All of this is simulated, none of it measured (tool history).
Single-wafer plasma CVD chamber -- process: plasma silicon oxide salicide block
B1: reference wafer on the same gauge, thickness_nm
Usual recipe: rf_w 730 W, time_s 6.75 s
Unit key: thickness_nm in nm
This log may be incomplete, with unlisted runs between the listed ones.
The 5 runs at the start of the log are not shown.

Run 6, hour 211.0: usual settings but time_s 6.42 s; B1 82.926. Result: thickness_nm 74.270 nm.
Run 7, hour 265.5: usual settings but time_s 7.70 s; B1 82.944. Result: thickness_nm 88.970 nm.
Run 8, hour 312.1: usual settings; B1 82.851. Result: thickness_nm 77.813 nm.
Run 9, hour 380.1: usual settings; B1 82.974. Result: thickness_nm 77.690 nm.
Run 10, hour 405.3: usual settings; B1 82.869. Result: thickness_nm 77.506 nm.
Run 11, hour 449.7: usual settings; B1 82.908. Result: thickness_nm 77.682 nm.
Run 12, hour 504.6: usual settings but time_s 6.45 s; B1 82.917. Result: thickness_nm 74.093 nm.
Run 13, hour 678.9: usual settings; B1 82.880. Result: thickness_nm 77.501 nm.
Run 14, hour 732.6: usual settings; B1 82.820. Result: thickness_nm 77.740 nm.
Run 15, hour 758.7: usual settings; B1 82.804. Result: thickness_nm 77.987 nm.
Run 16, hour 792.3: usual settings; B1 82.870. Result: thickness_nm 77.730 nm.
At hour 800.4: showerhead replaced.
Run 17, hour 859.9: usual settings but rf_w 770 W, time_s 7.85 s; B1 82.848. Result: thickness_nm 91.025 nm.
Run 18, hour 909.5: usual settings but rf_w 865 W, time_s 7.61 s; B1 82.890. Result: thickness_nm 89.915 nm.
Run 19, hour 965.0: usual settings but rf_w 600 W, time_s 8.05 s; B1 82.879. Result: thickness_nm 89.966 nm.
At hour 985.9: gauge calibrated.
Run 20, hour 995.9: usual settings; B1 82.950. Result: thickness_nm 77.500 nm.
Run 21, hour 1041.4: usual settings but time_s 6.42 s; B1 82.877. Result: thickness_nm 74.024 nm.
Run 22, hour 1087.4: usual settings but rf_w 615 W; B1 82.971. Result: thickness_nm 75.432 nm.
Run 23, hour 1126.5: usual settings; B1 82.889. Result: thickness_nm 77.337 nm.
At hour 1146.7: RF generator calibrated.
Run 24, hour 1176.2: usual settings; B1 82.857. Result: thickness_nm 78.337 nm.
Run 25, hour 1240.8: usual settings but rf_w 675 W, time_s 5.81 s; B1 82.903. Result: thickness_nm 66.416 nm.
Run 26, hour 1284.2: usual settings; B1 82.852. Result: thickness_nm 78.100 nm.
Run 27, hour 1351.7: usual settings but rf_w 855 W, time_s 5.88 s; B1 82.918. Result: thickness_nm 69.831 nm.
Run 28, hour 1384.2: usual settings but rf_w 835 W, time_s 6.30 s; B1 82.996. Result: thickness_nm 74.549 nm.
Run 29, hour 1411.5: usual settings but rf_w 810 W; B1 82.897. Result: thickness_nm 79.213 nm.
Run 30, hour 1465.4: usual settings but rf_w 830 W, time_s 7.82 s; B1 82.969. Result: thickness_nm 92.095 nm.

4 options for the next run, each taken on its own from the tool as it stands now. Forecast them:
Run A, hour 1465.8: usual settings; B1 ?. Result: thickness_nm ?.
Run B, hour 1465.8: usual settings but rf_w 855 W, time_s 5.49 s; B1 ?. Result: thickness_nm ?.
Run C, hour 1465.8: usual settings but rf_w 645 W, time_s 5.41 s; B1 ?. Result: thickness_nm ?.
Run D, hour 1465.8: usual settings but rf_w 770 W; B1 ?. Result: thickness_nm ?.

run      B1  thickness_nm
  A  82.953        78.014
  B  82.953        65.086
  C  82.953        61.374
  D  82.953        78.670
Without the tool's unlogged condition, the same runs would have read:
run  thickness_nm
  A        78.626
  B        65.596
  C        61.855
  D        79.287
